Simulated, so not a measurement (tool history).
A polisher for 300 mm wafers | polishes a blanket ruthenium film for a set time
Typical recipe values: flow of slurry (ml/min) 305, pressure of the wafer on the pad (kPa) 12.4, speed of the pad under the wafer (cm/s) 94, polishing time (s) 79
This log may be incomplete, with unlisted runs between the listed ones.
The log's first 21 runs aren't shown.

run,day,flow of slurry (ml/min),pressure of the wafer on the pad (kPa),speed of the pad under the wafer (cm/s),polishing time (s),wafers since the last listed run,wafers polished on this pad,hours since the slurry nozzle was cleaned,hours since the head pressure was calibrated,"incoming thickness of the incoming film, nm",film removed (nm)
22,71.304,305,14.5,112,79,943,4202,279.3,841.5,633,94.7
# day 74.421: head pressure recalibrated
23,74.592,305,12.4,94,79,953,5156,358.2,4.1,639,69.4
24,76.338,230,12.4,94,93,519,5675,400.1,46,623.8,79.7
25,78.329,305,12.4,94,79,592,6268,447.9,93.8,636,68.3
# day 78.821: worn pad replaced by a new one
# day 79.679: slurry nozzle cleaned
26,80.017,305,12.4,94,79,440,343,8.1,134.3,631.6,71.3
27,84.508,340,9,78,106,1337,1680,115.9,242.1,626.3,65.5
28,88.571,305,12.4,94,79,1209,2889,213.4,339.6,625,72.3
29,90.95,305,11,80,63,708,3598,270.5,396.7,622.7,44.1
# day 96.562: worn pad replaced by a new one
# day 101.496: slurry nozzle cleaned
30,104.212,305,12.4,94,79,3886,2264,65.2,715,643.1,74.1

5 ways to go on from here, each from the tool as it stands after run 30. What would each give?
A,104.229,305,12.4,94,79,4,2269,65.6,715.4,624.6,?
B,104.229,335,14.5,94,59,4,2269,65.6,715.4,624.6,?
C,104.229,270,12.4,94,79,4,2269,65.6,715.4,624.6,?
D,104.229,305,8.3,112,53,4,2269,65.6,715.4,624.6,?
E,104.229,345,12.4,124,57,4,2269,65.6,715.4,624.6,?

run,film removed (nm)
A,72.5
B,59.8
C,72
D,46.3
E,69.4
The same runs, with their run-to-run variation unchanged, on a tool lacking any hidden condition would have given:
run,film removed (nm)
A,69.2
B,57.1
C,68.7
D,44.2
E,66.3

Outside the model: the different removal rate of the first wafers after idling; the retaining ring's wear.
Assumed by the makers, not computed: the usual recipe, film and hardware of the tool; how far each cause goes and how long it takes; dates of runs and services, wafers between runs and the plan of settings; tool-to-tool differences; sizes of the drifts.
